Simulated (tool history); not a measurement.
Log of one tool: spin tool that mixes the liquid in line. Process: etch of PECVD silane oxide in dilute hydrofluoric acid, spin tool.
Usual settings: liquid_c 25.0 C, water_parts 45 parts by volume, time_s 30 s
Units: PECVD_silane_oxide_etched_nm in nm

run,hour,liquid_c,water_parts,time_s,wafers since the last listed run,hours since the thermometer was replaced,hours since the hydrofluoric acid flow meter was replaced,hours since the gauge calibration,"read-back film thickness of the PECVD silane oxide reference wafer, read on the same gauge (nm)",PECVD_silane_oxide_etched_nm
1,0.0,25.0,45,30,0,159.3,797.4,140.4,59.99,20.00
2,39.3,25.0,45,30,600,198.6,836.7,179.7,60.02,20.13
3,106.6,25.0,45,30,1027,265.9,904.0,247.0,59.99,19.86
4,183.9,25.0,45,20,1180,343.2,981.3,324.3,60.01,13.26
5,256.4,25.0,45,30,1107,415.7,1053.8,396.8,59.96,20.09
6,323.6,25.0,45,30,1026,482.9,1121.0,464.0,59.98,19.98
7,428.7,25.0,45,30,1605,588.0,1226.1,569.1,60.00,20.09
8,515.0,25.0,45,30,1317,674.3,1312.4,655.4,59.99,20.14
# hour 606.4: hydrofluoric acid flow meter replaced
9,622.7,25.0,45,30,1629,782.0,16.3,763.1,60.01,21.48
10,667.1,25.0,45,30,678,826.4,60.7,807.5,59.96,21.32
11,706.5,23.0,35,30,601,865.8,100.1,846.9,60.00,25.84
12,769.3,29.5,35,40,959,928.6,162.9,909.7,60.00,44.09
# hour 779.7: gauge calibrated
13,825.7,23.0,45,30,861,985.0,219.3,46.0,60.01,19.44
# hour 869.4: thermometer replaced
14,873.8,25.0,45,15,719,4.4,267.4,94.1,59.98,10.15
15,1058.9,25.0,45,45,2826,189.5,452.5,279.2,60.00,30.53
16,1166.0,25.0,45,30,1635,296.6,559.6,386.3,59.96,20.27
17,1210.4,25.0,50,40,678,341.0,604.0,430.7,60.00,24.08
18,1286.8,23.5,60,15,1166,417.4,680.4,507.1,59.97,7.06

3 ways to go on from here, each from the tool as it stands after run 18. What would each give?
A,1287.2,25.0,45,30,6,417.8,680.8,507.5,?,?
B,1287.2,25.0,55,30,6,417.8,680.8,507.5,?,?
C,1287.2,28.5,30,25,6,417.8,680.8,507.5,?,?

run,"read-back film thickness of the PECVD silane oxide reference wafer, read on the same gauge (nm)",PECVD_silane_oxide_etched_nm
A,60.01,20.28
B,60.01,16.36
C,60.01,29.88
Without the tool's hidden state the same runs would have given:
run,PECVD_silane_oxide_etched_nm
A,20.60
B,16.63
C,30.34
